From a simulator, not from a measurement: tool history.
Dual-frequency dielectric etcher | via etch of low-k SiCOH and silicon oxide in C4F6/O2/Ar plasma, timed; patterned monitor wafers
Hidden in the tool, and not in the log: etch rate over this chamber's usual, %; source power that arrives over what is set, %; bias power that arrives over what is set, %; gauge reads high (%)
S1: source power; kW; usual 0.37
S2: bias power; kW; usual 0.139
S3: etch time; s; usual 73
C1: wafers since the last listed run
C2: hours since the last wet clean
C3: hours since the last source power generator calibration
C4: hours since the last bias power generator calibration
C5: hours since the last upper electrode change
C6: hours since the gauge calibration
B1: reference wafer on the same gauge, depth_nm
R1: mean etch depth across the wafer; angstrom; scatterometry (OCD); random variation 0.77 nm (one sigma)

run 1 hour=0 | S1=0.41 S2=0.157 S3=73 | C1=0 C2=201.8 C3=3658.4 C4=3930.6 C5=3750.1 C6=104 | B1=190.1 | R1=1900
run 2 hour=8.8 | S1=0.37 S2=0.139 S3=78.5 | C1=96 C2=210.6 C3=3667.2 C4=3939.4 C5=3758.9 C6=112.8 | B1=190.1 | R1=1937
run 3 hour=26.6 | S1=0.37 S2=0.139 S3=78.5 | C1=196 C2=228.4 C3=3685 C4=3957.2 C5=3776.7 C6=130.6 | B1=190 | R1=1952
run 4 hour=42.2 | S1=0.37 S2=0.139 S3=78.5 | C1=171 C2=244 C3=3700.6 C4=3972.8 C5=3792.3 C6=146.2 | B1=190.1 | R1=1959
run 5 hour=56.9 | S1=0.37 S2=0.139 S3=73 | C1=161 C2=258.7 C3=3715.3 C4=3987.5 C5=3807 C6=160.9 | B1=190 | R1=1826
run 6 hour=68.5 | S1=0.37 S2=0.148 S3=73 | C1=127 C2=270.3 C3=3726.9 C4=3999.1 C5=3818.6 C6=172.5 | B1=189.9 | R1=1825
run 7 hour=77.3 | S1=0.37 S2=0.139 S3=73 | C1=96 C2=279.1 C3=3735.7 C4=4007.9 C5=3827.4 C6=181.3 | B1=190 | R1=1830
run 8 hour=84.5 | S1=0.37 S2=0.131 S3=73 | C1=79 C2=286.3 C3=3742.9 C4=4015.1 C5=3834.6 C6=188.5 | B1=190.1 | R1=1807
-- hour=118.7 upper electrode replaced
run 9 hour=119.2 | S1=0.37 S2=0.131 S3=73 | C1=117 C2=321 C3=3777.6 C4=4049.8 C5=0.5 C6=223.2 | B1=190 | R1=1821
run 10 hour=141.7 | S1=0.37 S2=0.131 S3=73 | C1=247 C2=343.5 C3=3800.1 C4=4072.3 C5=23 C6=245.7 | B1=190.1 | R1=1811
run 11 hour=151.4 | S1=0.41 S2=0.139 S3=61 | C1=106 C2=353.2 C3=3809.8 C4=4082 C5=32.7 C6=255.4 | B1=190.2 | R1=1580
run 12 hour=164 | S1=0.43 S2=0.159 S3=86 | C1=138 C2=365.8 C3=3822.4 C4=4094.6 C5=45.3 C6=268 | B1=190 | R1=2329
-- hour=183 source power generator calibrated
run 13 hour=183.5 | S1=0.37 S2=0.139 S3=73 | C1=170 C2=385.3 C3=0.5 C4=4114.1 C5=64.8 C6=287.5 | B1=190.1 | R1=1833
-- hour=188.9 bias power generator calibrated
run 14 hour=189.4 | S1=0.37 S2=0.139 S3=73 | C1=20 C2=391.2 C3=6.4 C4=0.5 C5=70.7 C6=293.4 | B1=190 | R1=1837
-- hour=209.2 gauge calibrated
-- hour=222 wet clean of the chamber
run 15 hour=222.5 | S1=0.44 S2=0.139 S3=73 | C1=100 C2=0.5 C3=39.5 C4=33.6 C5=103.8 C6=13.3 | B1=189.9 | R1=1851
run 16 hour=222.9 | S1=0.28 S2=0.149 S3=51.5 | C1=4 C2=0.9 C3=39.9 C4=34 C5=104.2 C6=13.7 | B1=190.2 | R1=1171
run 17 hour=223.2 | S1=0.34 S2=0.13 S3=73 | C1=3 C2=1.2 C3=40.2 C4=34.3 C5=104.5 C6=14 | B1=190 | R1=1694
run 18 hour=236.1 | S1=0.33 S2=0.152 S3=64.5 | C1=142 C2=14.1 C3=53.1 C4=47.2 C5=117.4 C6=26.9 | B1=189.9 | R1=1530
run 19 hour=244.2 | S1=0.33 S2=0.171 S3=84 | C1=89 C2=22.2 C3=61.2 C4=55.3 C5=125.5 C6=35 | B1=190.1 | R1=2048
run 20 hour=261.1 | S1=0.37 S2=0.139 S3=58 | C1=186 C2=39.1 C3=78.1 C4=72.2 C5=142.4 C6=51.9 | B1=190 | R1=1413
run 21 hour=278.5 | S1=0.37 S2=0.139 S3=73 | C1=191 C2=56.5 C3=95.5 C4=89.6 C5=159.8 C6=69.3 | B1=190 | R1=1776
run 22 hour=286.9 | S1=0.31 S2=0.139 S3=73 | C1=92 C2=64.9 C3=103.9 C4=98 C5=168.2 C6=77.7 | B1=190.1 | R1=1696

3 ways to go on from here, each from the tool as it stands after run 22. What would each give?
run A hour=287.3 | S1=0.37 S2=0.139 S3=73 | C1=4 C2=65.3 C3=104.3 C4=98.4 C5=168.6 C6=78.1 | B1=? | R1=?
run B hour=287.3 | S1=0.29 S2=0.159 S3=73 | C1=4 C2=65.3 C3=104.3 C4=98.4 C5=168.6 C6=78.1 | B1=? | R1=?
run C hour=287.3 | S1=0.46 S2=0.123 S3=53 | C1=4 C2=65.3 C3=104.3 C4=98.4 C5=168.6 C6=78.1 | B1=? | R1=?

run=A B1=189.8 R1=1780
run=B B1=189.8 R1=1704
run=C B1=189.8 R1=1352
Without the tool's hidden state the same runs would have given:
run=A R1=1764
run=B R1=1688
run=C R1=1340

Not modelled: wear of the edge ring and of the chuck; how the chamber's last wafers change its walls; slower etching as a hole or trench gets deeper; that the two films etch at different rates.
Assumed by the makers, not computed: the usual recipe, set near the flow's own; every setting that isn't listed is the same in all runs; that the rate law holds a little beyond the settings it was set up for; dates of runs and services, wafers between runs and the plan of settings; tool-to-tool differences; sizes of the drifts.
